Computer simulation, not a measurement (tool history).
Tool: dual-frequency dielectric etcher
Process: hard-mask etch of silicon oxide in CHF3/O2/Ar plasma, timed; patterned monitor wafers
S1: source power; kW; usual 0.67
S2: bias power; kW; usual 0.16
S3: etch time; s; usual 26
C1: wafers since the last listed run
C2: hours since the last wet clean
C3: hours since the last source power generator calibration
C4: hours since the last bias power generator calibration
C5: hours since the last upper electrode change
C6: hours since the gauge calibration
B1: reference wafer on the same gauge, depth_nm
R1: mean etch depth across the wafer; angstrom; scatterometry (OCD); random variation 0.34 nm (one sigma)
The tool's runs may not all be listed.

run 1 hour=0 | S1=0.67 S2=0.16 S3=26 | C1=0 C2=1.6 C3=2921.8 C4=1353.5 C5=2587.4 C6=735.3 | B1=56.7 | R1=533
run 2 hour=31.9 | S1=0.67 S2=0.183 S3=26 | C1=444 C2=33.5 C3=2953.7 C4=1385.4 C5=2619.3 C6=767.2 | B1=56.9 | R1=556
run 3 hour=78.8 | S1=0.67 S2=0.16 S3=26 | C1=653 C2=80.4 C3=3000.6 C4=1432.3 C5=2666.2 C6=814.1 | B1=56.8 | R1=537
run 4 hour=131.1 | S1=0.67 S2=0.16 S3=26 | C1=728 C2=132.7 C3=3052.9 C4=1484.6 C5=2718.5 C6=866.4 | B1=56.8 | R1=543
run 5 hour=202.8 | S1=0.67 S2=0.16 S3=26 | C1=999 C2=204.4 C3=3124.6 C4=1556.3 C5=2790.2 C6=938.1 | B1=56.8 | R1=534
-- hour=222 gauge calibrated
run 6 hour=249.2 | S1=0.67 S2=0.16 S3=26 | C1=646 C2=250.8 C3=3171 C4=1602.7 C5=2836.6 C6=27.2 | B1=56.7 | R1=539
run 7 hour=310.9 | S1=0.67 S2=0.142 S3=21 | C1=859 C2=312.5 C3=3232.7 C4=1664.4 C5=2898.3 C6=88.9 | B1=56.8 | R1=424
run 8 hour=336.6 | S1=0.67 S2=0.142 S3=21 | C1=358 C2=338.2 C3=3258.4 C4=1690.1 C5=2924 C6=114.6 | B1=56.8 | R1=422
-- hour=393.7 upper electrode replaced
run 9 hour=394.2 | S1=0.67 S2=0.142 S3=21 | C1=468 C2=395.8 C3=3316 C4=1747.7 C5=0.5 C6=172.2 | B1=56.8 | R1=428
-- hour=430.1 wet clean of the chamber
run 10 hour=450.3 | S1=0.67 S2=0.16 S3=31.5 | C1=447 C2=20.2 C3=3372.1 C4=1803.8 C5=56.6 C6=228.3 | B1=56.8 | R1=658
run 11 hour=486.8 | S1=0.67 S2=0.16 S3=26 | C1=508 C2=56.7 C3=3408.6 C4=1840.3 C5=93.1 C6=264.8 | B1=56.8 | R1=535
run 12 hour=549.8 | S1=0.67 S2=0.16 S3=26 | C1=878 C2=119.7 C3=3471.6 C4=1903.3 C5=156.1 C6=327.8 | B1=56.8 | R1=538
-- hour=559 source power generator calibrated
run 13 hour=579.1 | S1=0.67 S2=0.16 S3=26 | C1=352 C2=149 C3=20.1 C4=1932.6 C5=185.4 C6=357.1 | B1=56.7 | R1=536
run 14 hour=611.8 | S1=0.57 S2=0.16 S3=23.5 | C1=455 C2=181.7 C3=52.8 C4=1965.3 C5=218.1 C6=389.8 | B1=56.8 | R1=463
run 15 hour=682.3 | S1=0.67 S2=0.16 S3=26 | C1=982 C2=252.2 C3=123.3 C4=2035.8 C5=288.6 C6=460.3 | B1=56.7 | R1=540
run 16 hour=733.7 | S1=0.63 S2=0.16 S3=26 | C1=716 C2=303.6 C3=174.7 C4=2087.2 C5=340 C6=511.7 | B1=56.8 | R1=526
run 17 hour=787.8 | S1=0.53 S2=0.122 S3=31.5 | C1=754 C2=357.7 C3=228.8 C4=2141.3 C5=394.1 C6=565.8 | B1=56.7 | R1=575
-- hour=858.1 wet clean of the chamber
run 18 hour=858.6 | S1=0.57 S2=0.129 S3=19 | C1=652 C2=0.5 C3=299.6 C4=2212.1 C5=464.9 C6=636.6 | B1=56.8 | R1=359
run 19 hour=889.3 | S1=0.54 S2=0.16 S3=26 | C1=427 C2=31.2 C3=330.3 C4=2242.8 C5=495.6 C6=667.3 | B1=56.8 | R1=505
run 20 hour=913.5 | S1=0.67 S2=0.16 S3=26 | C1=337 C2=55.4 C3=354.5 C4=2267 C5=519.8 C6=691.5 | B1=56.9 | R1=536
-- hour=934.3 bias power generator calibrated
-- hour=961.8 gauge calibrated
run 21 hour=981.7 | S1=0.67 S2=0.121 S3=20 | C1=894 C2=123.6 C3=422.7 C4=47.4 C5=588 C6=19.9 | B1=56.9 | R1=391
run 22 hour=1047 | S1=0.67 S2=0.16 S3=26 | C1=910 C2=188.9 C3=488 C4=112.7 C5=653.3 C6=85.2 | B1=56.8 | R1=543
run 23 hour=1079.9 | S1=0.6 S2=0.186 S3=21.5 | C1=458 C2=221.8 C3=520.9 C4=145.6 C5=686.2 C6=118.1 | B1=56.8 | R1=445
run 24 hour=1133.8 | S1=0.67 S2=0.142 S3=21 | C1=751 C2=275.7 C3=574.8 C4=199.5 C5=740.1 C6=172 | B1=56.8 | R1=426
run 25 hour=1199.2 | S1=0.67 S2=0.138 S3=19.5 | C1=911 C2=341.1 C3=640.2 C4=264.9 C5=805.5 C6=237.4 | B1=56.8 | R1=390
run 26 hour=1239.3 | S1=0.74 S2=0.16 S3=26 | C1=558 C2=381.2 C3=680.3 C4=305 C5=845.6 C6=277.5 | B1=56.8 | R1=552
-- hour=1271.9 wet clean of the chamber
run 27 hour=1294.5 | S1=0.5 S2=0.121 S3=26 | C1=434 C2=22.6 C3=735.5 C4=360.2 C5=900.8 C6=332.7 | B1=56.8 | R1=470

Hidden state at the last listed run before each entry between runs and at the first one after, where it differs:
Between runs 5 and 6: gauge calibrated (hour 222)
  no hidden state differs between the two runs
Between runs 8 and 9: upper electrode replaced (hour 393.7)
  no hidden state differs between the two runs
Between runs 9 and 10: wet clean of the chamber (hour 430.1)
  no hidden state differs between the two runs
Between runs 12 and 13: source power generator calibrated (hour 559)
  no hidden state differs between the two runs
Between runs 17 and 18: wet clean of the chamber (hour 858.1)
  no hidden state differs between the two runs
Between runs 20 and 21: bias power generator calibrated (hour 934.3); gauge calibrated (hour 961.8)
  no hidden state differs between the two runs
Between runs 26 and 27: wet clean of the chamber (hour 1271.9)
  no hidden state differs between the two runs
